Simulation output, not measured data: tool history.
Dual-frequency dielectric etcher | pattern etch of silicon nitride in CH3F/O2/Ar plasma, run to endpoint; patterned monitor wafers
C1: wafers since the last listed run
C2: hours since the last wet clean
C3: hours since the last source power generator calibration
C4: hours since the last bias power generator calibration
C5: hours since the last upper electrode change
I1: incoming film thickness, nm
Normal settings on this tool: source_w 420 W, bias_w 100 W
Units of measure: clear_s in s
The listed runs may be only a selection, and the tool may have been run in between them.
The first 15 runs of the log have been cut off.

At hour 183.6: source power generator calibrated.
Run 16, hour 194.7: usual settings but source_w 450 W, bias_w 109 W; C1 266; C2 103; C3 11.1; C4 3218.7; C5 2018; I1 26.36. Result: clear_s 31.9 s.
Run 17, hour 204.9: usual settings but source_w 380 W; C1 196; C2 113.2; C3 21.3; C4 3228.9; C5 2028.2; I1 26.38. Result: clear_s 35.1 s.
At hour 232.4: upper electrode replaced.
Run 18, hour 232.9: usual settings but source_w 380 W; C1 77; C2 141.2; C3 49.3; C4 3256.9; C5 0.5; I1 26.35. Result: clear_s 35.2 s.
Run 19, hour 233.2: usual settings but source_w 390 W, bias_w 123 W; C1 5; C2 141.5; C3 49.6; C4 3257.2; C5 0.8; I1 26.33. Result: clear_s 31.9 s.
Run 20, hour 246.2: usual settings but source_w 480 W, bias_w 109 W; C1 250; C2 154.5; C3 62.6; C4 3270.2; C5 13.8; I1 26.45. Result: clear_s 31.6 s.
At hour 255.8: bias power generator calibrated.
Run 21, hour 257.9: usual settings but source_w 480 W; C1 148; C2 166.2; C3 74.3; C4 2.1; C5 25.5; I1 26.47. Result: clear_s 32.7 s.
Run 22, hour 271.7: usual settings; C1 266; C2 180; C3 88.1; C4 15.9; C5 39.3; I1 26.28. Result: clear_s 34.2 s.
Run 23, hour 285: usual settings but source_w 360 W, bias_w 91 W; C1 256; C2 193.3; C3 101.4; C4 29.2; C5 52.6; I1 26.32. Result: clear_s 37.4 s.
Run 24, hour 302.3: usual settings but source_w 520 W; C1 333; C2 210.6; C3 118.7; C4 46.5; C5 69.9; I1 26.14. Result: clear_s 31.4 s.
Run 25, hour 312.7: usual settings but source_w 340 W; C1 200; C2 221; C3 129.1; C4 56.9; C5 80.3; I1 26.27. Result: clear_s 36.6 s.
Run 26, hour 319.7: usual settings but source_w 520 W, bias_w 116 W; C1 134; C2 228; C3 136.1; C4 63.9; C5 87.3; I1 26.4. Result: clear_s 30.2 s.
Run 27, hour 332: usual settings but source_w 390 W, bias_w 88 W; C1 237; C2 240.3; C3 148.4; C4 76.2; C5 99.6; I1 26.26. Result: clear_s 37.1 s.
Run 28, hour 338.3: usual settings but source_w 460 W; C1 121; C2 246.6; C3 154.7; C4 82.5; C5 105.9; I1 26.46. Result: clear_s 33.5 s.
Run 29, hour 346.2: usual settings; C1 152; C2 254.5; C3 162.6; C4 90.4; C5 113.8; I1 26.47. Result: clear_s 34.4 s.
Run 30, hour 359.8: usual settings but source_w 460 W, bias_w 111 W; C1 262; C2 268.1; C3 176.2; C4 104; C5 127.4; I1 26.25. Result: clear_s 31.8 s.
Run 31, hour 373.4: usual settings but bias_w 80 W; C1 262; C2 281.7; C3 189.8; C4 117.6; C5 141; I1 26.61. Result: clear_s 38.3 s.

Run 32, settings as shown, results not yet in. Your forecast:
Run 32, hour 383: usual settings but source_w 380 W, bias_w 90 W; C1 185; C2 291.3; C3 199.4; C4 127.2; C5 150.6; I1 26.34. Result: clear_s ?.

Run 32 measured clear_s 37.3 s.
The same run, on a tool lacking any hidden state, would have yielded clear_s 36.6 s.
